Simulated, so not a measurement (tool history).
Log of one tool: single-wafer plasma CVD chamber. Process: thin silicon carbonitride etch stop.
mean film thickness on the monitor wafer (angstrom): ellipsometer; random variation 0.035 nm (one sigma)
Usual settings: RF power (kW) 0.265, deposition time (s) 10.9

| run | hour | RF power (kW) | deposition time (s) | read-back reference wafer on the same gauge, thickness_nm | mean film thickness on the monitor wafer (angstrom) |
|---|---|---|---|---|---|
| 1 | 0.0 | 0.265 | 10.9 | 6.332 | 70.93 |
| 2 | 25.2 | 0.235 | 10.9 | 6.326 | 67.18 |
| 3 | 46.8 | 0.235 | 10.9 | 6.342 | 67.73 |
| 4 | 79.6 | 0.265 | 12.3 | 6.322 | 80.06 |
| 5 | 109.1 | 0.295 | 10.9 | 6.322 | 73.64 |
| 6 | 138.9 | 0.265 | 12.1 | 6.332 | 78.37 |
| 7 | 163.9 | 0.265 | 10.9 | 6.335 | 70.48 |
| 8 | 187.2 | 0.265 | 10.9 | 6.315 | 70.51 |
| 9 | 280.9 | 0.265 | 10.9 | 6.339 | 70.96 |
| 10 | 385.0 | 0.265 | 10.9 | 6.332 | 70.54 |
| 11 | 438.4 | 0.265 | 10.9 | 6.340 | 70.26 |
| 12 | 471.4 | 0.265 | 10.4 | 6.327 | 67.39 |
| 13 | 501.8 | 0.265 | 10.4 | 6.332 | 67.16 |
| 14 | 525.2 | 0.265 | 10.4 | 6.337 | 66.76 |
| 15 | 549.8 | 0.265 | 11.9 | 6.328 | 77.40 |
| 16 | 568.2 | 0.265 | 10.9 | 6.338 | 70.99 |
| 17 | 594.1 | 0.265 | 10.1 | 6.331 | 65.37 |
| 18 | 621.8 | 0.285 | 12.4 | 6.340 | 82.41 |
| 19 | 635.5 | 0.265 | 10.9 | 6.330 | 70.59 |
| 20 | 667.6 | 0.315 | 12.8 | 6.333 | 88.82 |
| 21 | 693.0 | 0.265 | 13.0 | 6.344 | 84.48 |
| 22 | 705.4 | 0.265 | 10.9 | 6.324 | 70.81 |
| 23 | 796.6 | 0.215 | 12.9 | 6.315 | 76.25 |
| 24 | 830.4 | 0.285 | 12.1 | 6.324 | 80.70 |
| 25 | 865.9 | 0.285 | 10.1 | 6.327 | 66.74 |
| 26 | 885.7 | 0.265 | 10.9 | 6.336 | 70.51 |
| 27 | 976.1 | 0.265 | 11.5 | 6.332 | 74.07 |
| 28 | 999.5 | 0.310 | 10.9 | 6.334 | 74.70 |
| 29 | 1054.0 | 0.265 | 10.9 | 6.321 | 70.59 |
| 30 | 1081.2 | 0.300 | 10.1 | 6.332 | 68.54 |
| 31 | 1111.5 | 0.245 | 8.9 | 6.333 | 56.01 |
| 32 | 1217.7 | 0.225 | 12.2 | 6.327 | 74.01 |
| 33 | 1241.5 | 0.280 | 12.6 | 6.327 | 83.06 |
| 34 | 1254.0 | 0.265 | 10.4 | 6.327 | 67.29 |
| 35 | 1271.2 | 0.220 | 10.9 | 6.327 | 65.65 |
| 36 | 1298.2 | 0.290 | 9.3 | 6.331 | 61.79 |

Taken out of this log: 4 entries between the listed runs. Where each belongs, and how the hidden state differs across it:
Between runs 9 and 10: thermocouple changed; heater temperature recalibrated (hour 294.4)
  no hidden state differs between the two runs
Between runs 11 and 12: gauge calibrated (hour 470.9)
  no hidden state differs between the two runs
Between runs 20 and 21: RF generator calibrated (hour 692.5)
  no hidden state differs between the two runs
Between runs 26 and 27: showerhead replaced (hour 975.6)
  no hidden state differs between the two runs
